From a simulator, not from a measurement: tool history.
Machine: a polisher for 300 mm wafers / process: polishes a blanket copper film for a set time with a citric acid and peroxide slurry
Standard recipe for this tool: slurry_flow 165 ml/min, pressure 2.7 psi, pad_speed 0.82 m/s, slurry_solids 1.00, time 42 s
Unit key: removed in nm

run	hour	slurry_flow	pressure	pad_speed	slurry_solids	time	incoming thickness of the incoming film, nm	removed
1	0.0	165	2.7	0.82	1.00	42	804.9	54.2
2	16.3	165	2.7	0.82	1.00	42	805.7	52.2
# hour 34.0: slurry nozzle cleaned
3	43.0	165	2.7	0.82	1.00	42	799.3	74.8
4	59.1	165	2.7	0.82	1.00	42	816.7	75.3
5	78.6	105	2.5	0.90	1.00	42	811.1	56.8
# hour 89.0: worn pad replaced by a new one
6	96.3	165	2.2	0.82	1.00	42	818.2	65.8
7	109.9	165	2.7	0.82	1.00	42	821.1	73.0
8	129.3	165	2.7	0.82	0.80	42	810.0	71.3
9	163.9	130	2.7	0.82	1.00	30	810.4	45.7
10	197.8	165	2.7	0.82	1.00	28	794.3	46.9
11	265.8	140	3.6	0.82	1.25	55	808.5	98.3
# hour 269.5: slurry blender recalibrated
12	296.2	200	3.1	0.70	1.25	42	815.8	73.0
13	313.8	120	3.2	0.82	1.00	42	824.3	58.8
# hour 331.3: worn pad replaced by a new one
14	337.4	165	2.7	0.82	1.00	42	819.9	66.3
# hour 353.6: head pressure recalibrated
15	358.0	110	2.7	1.06	1.00	42	808.7	55.3
16	444.2	115	2.7	1.04	1.00	42	821.2	49.9
17	471.0	165	2.7	0.82	1.00	42	805.5	58.8
18	485.0	165	2.7	0.82	1.00	42	818.7	57.5
# hour 508.3: slurry blender recalibrated
19	515.1	205	3.0	1.06	1.10	42	806.0	80.1
# hour 530.3: slurry nozzle cleaned
20	541.0	165	2.7	0.66	1.00	42	807.7	65.9
21	572.0	120	2.7	0.82	1.00	42	802.1	64.7
# hour 602.7: worn pad replaced by a new one
22	605.7	165	2.0	0.56	1.00	42	816.0	50.5
23	636.4	140	3.6	0.82	1.25	55	809.5	109.1
24	658.7	165	2.3	0.82	1.30	29	808.9	48.7
25	676.4	165	2.7	1.02	0.85	36	815.4	70.2
26	697.6	165	2.7	0.70	1.00	42	814.4	65.3
27	713.9	165	2.7	0.62	1.00	42	811.8	60.8
28	728.7	165	2.7	0.82	1.00	42	821.4	71.8
29	756.9	165	2.7	0.56	1.00	42	809.4	56.2

5 ways to go on from here, each from the tool as it stands after run 29. What would each give?
A	757.3	165	2.7	0.82	1.00	42	810.5	?
B	757.3	165	3.5	0.82	1.20	42	810.5	?
C	757.3	165	2.7	0.82	1.00	53	810.5	?
D	757.3	145	2.7	0.82	1.00	42	810.5	?
E	757.3	165	2.7	1.06	1.00	32	810.5	?

run	removed
A	70.9
B	84.0
C	89.5
D	66.7
E	64.4
Without the tool's hidden state the same runs would have given:
run	removed
A	77.5
B	91.8
C	97.8
D	74.4
E	70.4
